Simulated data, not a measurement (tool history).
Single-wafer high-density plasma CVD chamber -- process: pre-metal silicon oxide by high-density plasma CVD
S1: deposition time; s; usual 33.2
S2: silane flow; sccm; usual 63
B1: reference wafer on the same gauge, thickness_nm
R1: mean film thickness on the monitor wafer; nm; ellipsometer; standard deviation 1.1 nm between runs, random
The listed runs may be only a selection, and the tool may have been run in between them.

run 1 hour=0.0 | S1=33.2 S2=69 | B1=222.065 | R1=203.132
run 2 hour=48.8 | S1=33.2 S2=69 | B1=221.846 | R1=202.947
run 3 hour=82.3 | S1=29.3 S2=63 | B1=222.063 | R1=169.912
run 4 hour=139.6 | S1=29.3 S2=63 | B1=221.983 | R1=169.185
run 5 hour=166.8 | S1=29.3 S2=63 | B1=221.963 | R1=168.727
-- hour=330.5 gauge calibrated
run 6 hour=362.6 | S1=33.2 S2=63 | B1=222.025 | R1=192.483
run 7 hour=434.2 | S1=33.2 S2=58 | B1=222.018 | R1=180.763
run 8 hour=471.3 | S1=29.5 S2=63 | B1=221.971 | R1=170.924
run 9 hour=513.4 | S1=33.2 S2=63 | B1=221.947 | R1=193.029
run 10 hour=561.1 | S1=33.2 S2=63 | B1=221.870 | R1=190.520
run 11 hour=630.3 | S1=33.2 S2=63 | B1=222.179 | R1=194.537
run 12 hour=665.8 | S1=33.2 S2=63 | B1=222.094 | R1=193.561
run 13 hour=710.0 | S1=33.2 S2=63 | B1=221.940 | R1=191.906
run 14 hour=742.4 | S1=33.2 S2=63 | B1=222.230 | R1=195.040
run 15 hour=813.3 | S1=33.2 S2=63 | B1=221.888 | R1=195.298
run 16 hour=865.7 | S1=29.3 S2=63 | B1=221.899 | R1=170.425
run 17 hour=907.0 | S1=38.4 S2=55 | B1=222.036 | R1=203.828
run 18 hour=966.8 | S1=33.2 S2=63 | B1=221.823 | R1=196.207
run 19 hour=1023.0 | S1=33.2 S2=56 | B1=221.596 | R1=178.801
run 20 hour=1052.2 | S1=38.6 S2=57 | B1=222.041 | R1=210.306
run 21 hour=1123.8 | S1=39.1 S2=56 | B1=222.301 | R1=209.873
-- hour=1153.6 silane flow controller replaced
run 22 hour=1186.1 | S1=33.2 S2=70 | B1=222.051 | R1=207.268
run 23 hour=1212.0 | S1=38.2 S2=67 | B1=222.099 | R1=229.518
-- hour=1235.5 gauge calibrated
run 24 hour=1397.1 | S1=33.2 S2=63 | B1=222.044 | R1=191.089
run 25 hour=1434.6 | S1=29.4 S2=63 | B1=222.135 | R1=167.038
run 26 hour=1496.3 | S1=28.6 S2=56 | B1=222.090 | R1=150.101
run 27 hour=1536.3 | S1=36.8 S2=66 | B1=222.001 | R1=220.009
run 28 hour=1580.4 | S1=33.2 S2=63 | B1=222.023 | R1=190.927
run 29 hour=1643.2 | S1=37.4 S2=63 | B1=221.799 | R1=213.659
run 30 hour=1694.6 | S1=33.2 S2=63 | B1=221.862 | R1=191.527

Alternative continuations, all from the tool just after run 30; predict every row:
run A hour=1695.0 | S1=37.9 S2=63 | B1=? | R1=?
run B hour=1695.0 | S1=27.0 S2=51 | B1=? | R1=?
run C hour=1695.0 | S1=35.9 S2=53 | B1=? | R1=?
run D hour=1695.0 | S1=38.4 S2=51 | B1=? | R1=?
run E hour=1695.0 | S1=39.7 S2=63 | B1=? | R1=?

run=A B1=222.035 R1=218.477
run=B B1=222.035 R1=133.421
run=C B1=222.035 R1=182.326
run=D B1=222.035 R1=189.755
run=E B1=222.035 R1=228.853
With the hidden condition removed and each run's random variation left untouched, the same runs would have given:
run=A R1=216.012
run=B R1=131.916
run=C R1=180.268
run=D R1=187.614
run=E R1=226.271
